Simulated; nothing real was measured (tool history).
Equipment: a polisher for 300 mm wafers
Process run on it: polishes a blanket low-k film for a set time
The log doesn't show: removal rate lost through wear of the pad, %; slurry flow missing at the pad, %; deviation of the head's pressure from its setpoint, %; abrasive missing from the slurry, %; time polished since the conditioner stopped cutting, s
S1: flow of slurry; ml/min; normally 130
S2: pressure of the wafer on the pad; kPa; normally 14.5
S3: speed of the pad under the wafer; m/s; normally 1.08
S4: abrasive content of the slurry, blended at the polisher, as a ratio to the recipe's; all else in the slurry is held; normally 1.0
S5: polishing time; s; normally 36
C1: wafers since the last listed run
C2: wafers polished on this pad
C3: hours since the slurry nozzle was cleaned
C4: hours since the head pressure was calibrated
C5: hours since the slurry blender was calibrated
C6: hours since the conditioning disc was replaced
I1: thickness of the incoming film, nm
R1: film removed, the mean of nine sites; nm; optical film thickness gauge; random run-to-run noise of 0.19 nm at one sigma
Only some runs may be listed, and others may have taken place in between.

run	hour	S1	S2	S3	S4	S5	C1	C2	C3	C4	C5	C6	I1	R1
1	0.0	155	14.5	1.08	1.0	36	0	1990	72.4	8.7	583.6	244.1	712.2	16.2
# hour 3.6: slurry blender recalibrated
2	92.0	130	14.5	1.08	1.0	36	1098	3088	164.4	100.7	88.4	336.1	685.3	15.2
3	191.7	130	14.5	1.08	1.0	36	1216	4305	264.1	200.4	188.1	435.8	710.4	15.1
4	238.6	130	14.5	1.08	1.0	36	572	4877	311.0	247.3	235.0	482.7	702.4	15.0
# hour 271.1: conditioning disc replaced and pad reconditioned
5	343.1	130	14.5	1.08	1.0	36	1250	6128	415.5	351.8	339.5	72.0	710.8	15.0
# hour 378.6: worn pad replaced by a new one
6	468.4	130	14.5	1.08	1.0	36	1480	1095	540.8	477.1	464.8	197.3	693.4	16.3
7	508.4	130	14.5	0.94	1.0	36	488	1583	580.8	517.1	504.8	237.3	696.4	14.1
# hour 537.1: slurry blender recalibrated
8	612.3	130	14.5	1.08	1.0	36	1243	2826	684.7	621.0	75.2	341.2	709.0	15.4
9	651.1	130	14.5	1.08	1.0	39	473	3300	723.5	659.8	114.0	380.0	702.1	16.2
# hour 696.0: slurry nozzle cleaned
# hour 730.3: conditioning disc replaced and pad reconditioned
10	734.7	130	14.5	1.08	1.0	39	983	4284	38.7	743.4	197.6	4.4	706.0	15.9
11	788.4	130	14.5	1.08	1.0	36	655	4939	92.4	797.1	251.3	58.1	701.4	14.8
12	836.7	130	14.5	1.08	1.0	46	589	5528	140.7	845.4	299.6	106.4	695.5	18.7
13	923.6	175	19.3	1.40	0.7	36	1060	6589	227.6	932.3	386.5	193.3	704.9	22.3
# hour 951.7: worn pad replaced by a new one
# hour 976.7: slurry blender recalibrated
14	1000.5	130	14.5	1.08	1.0	46	865	570	304.5	1009.2	23.8	270.2	689.8	21.4
# hour 1197.0: conditioning disc replaced and pad reconditioned
# hour 1288.9: head pressure recalibrated
15	1306.4	130	14.5	1.08	1.0	36	3684	4254	610.4	17.5	329.7	109.4	690.0	14.9
16	1368.5	130	11.7	1.08	1.0	36	757	5012	672.5	79.6	391.8	171.5	691.0	12.0

The next listed run, before its measurement:
# hour 1404.4: slurry nozzle cleaned
17	1439.4	130	14.5	0.74	1.0	36	853	5865	35.0	150.5	462.7	242.4	713.1	?

Run 17 came out at R1 10.8 nm.
Take away the tool's hidden state, keep the run-to-run variation as it was, and the same run would have given R1 12.6 nm.
